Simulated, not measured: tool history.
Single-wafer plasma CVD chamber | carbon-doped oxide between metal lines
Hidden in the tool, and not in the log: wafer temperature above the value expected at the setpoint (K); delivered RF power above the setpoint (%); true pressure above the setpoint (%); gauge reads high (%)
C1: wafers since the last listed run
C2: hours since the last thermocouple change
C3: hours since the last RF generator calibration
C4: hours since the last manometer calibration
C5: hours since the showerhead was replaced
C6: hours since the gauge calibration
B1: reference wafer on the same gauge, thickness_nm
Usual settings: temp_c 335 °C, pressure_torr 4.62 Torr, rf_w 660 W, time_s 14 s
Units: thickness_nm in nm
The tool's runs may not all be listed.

{"run": 1, "day": 0.0, "temp_c": 335, "pressure_torr": 4.62, "rf_w": 660, "time_s": 14, "C1": 0, "C2": 866.4, "C3": 790.9, "C4": 2180.5, "C5": 6537.4, "C6": 138.8, "B1": 86.87, "thickness_nm": 79.263}
{"run": 2, "day": 2.875, "temp_c": 335, "pressure_torr": 4.62, "rf_w": 660, "time_s": 14, "C1": 1530, "C2": 935.4, "C3": 859.9, "C4": 2249.5, "C5": 6606.4, "C6": 207.8, "B1": 86.903, "thickness_nm": 78.93}
{"run": 3, "day": 5.812, "temp_c": 335, "pressure_torr": 4.62, "rf_w": 660, "time_s": 14, "C1": 1563, "C2": 1005.9, "C3": 930.4, "C4": 2320, "C5": 6676.9, "C6": 278.3, "B1": 86.912, "thickness_nm": 78.538}
{"run": 4, "day": 8.725, "temp_c": 335, "pressure_torr": 4.62, "rf_w": 660, "time_s": 14, "C1": 1550, "C2": 1075.8, "C3": 1000.3, "C4": 2389.9, "C5": 6746.8, "C6": 348.2, "B1": 86.886, "thickness_nm": 78.421}
{"day": 9.767, "done": "RF generator calibrated"}
{"day": 9.912, "done": "showerhead replaced"}
{"run": 5, "day": 10.521, "temp_c": 335, "pressure_torr": 4.62, "rf_w": 660, "time_s": 14, "C1": 700, "C2": 1118.9, "C3": 18.1, "C4": 2433, "C5": 14.6, "C6": 391.3, "B1": 86.877, "thickness_nm": 80.059}
{"run": 6, "day": 12.846, "temp_c": 335, "pressure_torr": 4.62, "rf_w": 660, "time_s": 14, "C1": 1237, "C2": 1174.7, "C3": 73.9, "C4": 2488.8, "C5": 70.4, "C6": 447.1, "B1": 86.896, "thickness_nm": 80.247}
{"run": 7, "day": 15.583, "temp_c": 335, "pressure_torr": 4.62, "rf_w": 660, "time_s": 14, "C1": 1457, "C2": 1240.4, "C3": 139.6, "C4": 2554.5, "C5": 136.1, "C6": 512.8, "B1": 86.93, "thickness_nm": 80.078}
{"day": 16.829, "done": "gauge calibrated"}
{"run": 8, "day": 17.417, "temp_c": 335, "pressure_torr": 4.62, "rf_w": 660, "time_s": 14, "C1": 975, "C2": 1284.4, "C3": 183.6, "C4": 2598.5, "C5": 180.1, "C6": 14.1, "B1": 86.939, "thickness_nm": 80.065}
{"day": 19.55, "done": "thermocouple changed; heater temperature recalibrated"}
{"run": 9, "day": 19.617, "temp_c": 335, "pressure_torr": 4.17, "rf_w": 660, "time_s": 11.8, "C1": 993, "C2": 1.6, "C3": 236.4, "C4": 2651.3, "C5": 232.9, "C6": 66.9, "B1": 86.9, "thickness_nm": 67.991}
{"run": 10, "day": 21.221, "temp_c": 346, "pressure_torr": 5.28, "rf_w": 540, "time_s": 14, "C1": 853, "C2": 40.1, "C3": 274.9, "C4": 2689.8, "C5": 271.4, "C6": 105.4, "B1": 86.908, "thickness_nm": 74.843}
{"day": 23.146, "done": "capacitance manometer re-zeroed and calibrated"}
{"run": 11, "day": 23.167, "temp_c": 335, "pressure_torr": 4.62, "rf_w": 595, "time_s": 14.9, "C1": 858, "C2": 86.8, "C3": 321.6, "C4": 0.5, "C5": 318.1, "C6": 152.1, "B1": 86.917, "thickness_nm": 83.324}
{"run": 12, "day": 24.704, "temp_c": 335, "pressure_torr": 4.62, "rf_w": 660, "time_s": 14, "C1": 818, "C2": 123.7, "C3": 358.5, "C4": 37.4, "C5": 355, "C6": 189, "B1": 86.919, "thickness_nm": 80.783}
{"run": 13, "day": 27.092, "temp_c": 326, "pressure_torr": 5.52, "rf_w": 545, "time_s": 11.6, "C1": 1270, "C2": 181, "C3": 415.8, "C4": 94.7, "C5": 412.3, "C6": 246.3, "B1": 86.867, "thickness_nm": 65.937}
{"run": 14, "day": 29.1, "temp_c": 335, "pressure_torr": 3.88, "rf_w": 575, "time_s": 14, "C1": 1068, "C2": 229.2, "C3": 464, "C4": 142.9, "C5": 460.5, "C6": 294.5, "B1": 86.949, "thickness_nm": 75.253}

The tool's hidden state at each run:
true pressure above the setpoint (%): 0 in every run
gauge reads high (%): 0 in every run
H1: wafer temperature above the value expected at the setpoint (K)
H2: delivered RF power above the setpoint (%)
run=1 H1=4.58 H2=-4.05
run=2 H1=4.71 H2=-4.71
run=3 H1=4.82 H2=-5.44
run=4 H1=4.92 H2=-6.23
run=5 H1=4.97 H2=-0.164
run=6 H1=5.03 H2=-0.194
run=7 H1=5.09 H2=-0.275
run=8 H1=5.13 H2=-0.358
run=9 H1=-0.207 H2=-0.487
run=10 H1=0.314 H2=-0.602
run=11 H1=0.888 H2=-0.764
run=12 H1=1.3 H2=-0.91
run=13 H1=1.88 H2=-1.17
run=14 H1=2.31 H2=-1.42
